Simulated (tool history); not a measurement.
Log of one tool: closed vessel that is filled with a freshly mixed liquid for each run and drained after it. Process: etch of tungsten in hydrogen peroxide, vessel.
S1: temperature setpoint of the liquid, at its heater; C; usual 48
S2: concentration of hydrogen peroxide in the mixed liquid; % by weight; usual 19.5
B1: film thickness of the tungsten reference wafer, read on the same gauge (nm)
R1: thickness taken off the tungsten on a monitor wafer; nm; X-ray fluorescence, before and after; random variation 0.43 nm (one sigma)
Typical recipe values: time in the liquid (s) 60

run 1 hour=0 | S1=55 S2=19.5 time_in_the_liquid_(s)=50 | B1=119.99 | R1=126.94
run 2 hour=24.7 | S1=48 S2=19.5 time_in_the_liquid_(s)=60 | B1=120.02 | R1=98.75
-- hour=35.1 gauge calibrated
run 3 hour=42.6 | S1=48 S2=19.5 time_in_the_liquid_(s)=60 | B1=119.99 | R1=98.83
run 4 hour=59.8 | S1=48 S2=19.5 time_in_the_liquid_(s)=60 | B1=119.99 | R1=98.98
run 5 hour=76.5 | S1=48 S2=23 time_in_the_liquid_(s)=35 | B1=119.99 | R1=62.66
run 6 hour=91.2 | S1=48 S2=19.5 time_in_the_liquid_(s)=60 | B1=120.02 | R1=98.44
run 7 hour=120.5 | S1=48 S2=19.5 time_in_the_liquid_(s)=60 | B1=120 | R1=97.9
run 8 hour=155.7 | S1=48 S2=19.5 time_in_the_liquid_(s)=60 | B1=119.99 | R1=98.87
run 9 hour=180.8 | S1=43 S2=19.5 time_in_the_liquid_(s)=60 | B1=120 | R1=71.88
run 10 hour=196.3 | S1=48 S2=19.5 time_in_the_liquid_(s)=60 | B1=120.01 | R1=98.54
run 11 hour=223.4 | S1=48 S2=19.5 time_in_the_liquid_(s)=60 | B1=119.98 | R1=98.51
run 12 hour=258.6 | S1=48 S2=19.5 time_in_the_liquid_(s)=60 | B1=120.01 | R1=98.03
-- hour=281.1 thermometer replaced
run 13 hour=283.2 | S1=55 S2=19.5 time_in_the_liquid_(s)=60 | B1=119.99 | R1=159.08
run 14 hour=313.9 | S1=48 S2=19.5 time_in_the_liquid_(s)=85 | B1=120.01 | R1=146.27
run 15 hour=339.2 | S1=48 S2=19.5 time_in_the_liquid_(s)=85 | B1=120.01 | R1=146.19
run 16 hour=356.8 | S1=48 S2=19.5 time_in_the_liquid_(s)=60 | B1=120 | R1=102.68
run 17 hour=376.1 | S1=48 S2=19.5 time_in_the_liquid_(s)=60 | B1=119.98 | R1=103.55
run 18 hour=402.3 | S1=48 S2=19.5 time_in_the_liquid_(s)=60 | B1=119.99 | R1=102.56
run 19 hour=427.1 | S1=48 S2=19.5 time_in_the_liquid_(s)=60 | B1=120.03 | R1=103.06
run 20 hour=456.9 | S1=56 S2=25.5 time_in_the_liquid_(s)=80 | B1=120.01 | R1=252.5
-- hour=471.8 peroxide flow meter replaced
-- hour=481.4 gauge calibrated
run 21 hour=492.1 | S1=41 S2=24.5 time_in_the_liquid_(s)=95 | B1=119.99 | R1=117.09
-- hour=504.1 new drum of peroxide connected
run 22 hour=504.8 | S1=48 S2=17 time_in_the_liquid_(s)=60 | B1=120 | R1=96.64
run 23 hour=566 | S1=40 S2=24 time_in_the_liquid_(s)=35 | B1=120.03 | R1=39.99
run 24 hour=588.9 | S1=39.5 S2=19.5 time_in_the_liquid_(s)=75 | B1=119.99 | R1=74.45
run 25 hour=612.8 | S1=53 S2=25 time_in_the_liquid_(s)=40 | B1=120.01 | R1=104.8
run 26 hour=625.5 | S1=55.5 S2=19.5 time_in_the_liquid_(s)=60 | B1=120.02 | R1=162.1
run 27 hour=637.7 | S1=54 S2=14.5 time_in_the_liquid_(s)=85 | B1=119.99 | R1=181.45

What will run 28 give?
run 28 hour=654.8 | S1=40.5 S2=19.5 time_in_the_liquid_(s)=60 | B1=? | R1=?

{"run 28": {"B1": 119.98, "R1": 63.69}}
Were there no unlogged condition in the tool, this run, its random variation unchanged, would have produced R1 65.62 nm.

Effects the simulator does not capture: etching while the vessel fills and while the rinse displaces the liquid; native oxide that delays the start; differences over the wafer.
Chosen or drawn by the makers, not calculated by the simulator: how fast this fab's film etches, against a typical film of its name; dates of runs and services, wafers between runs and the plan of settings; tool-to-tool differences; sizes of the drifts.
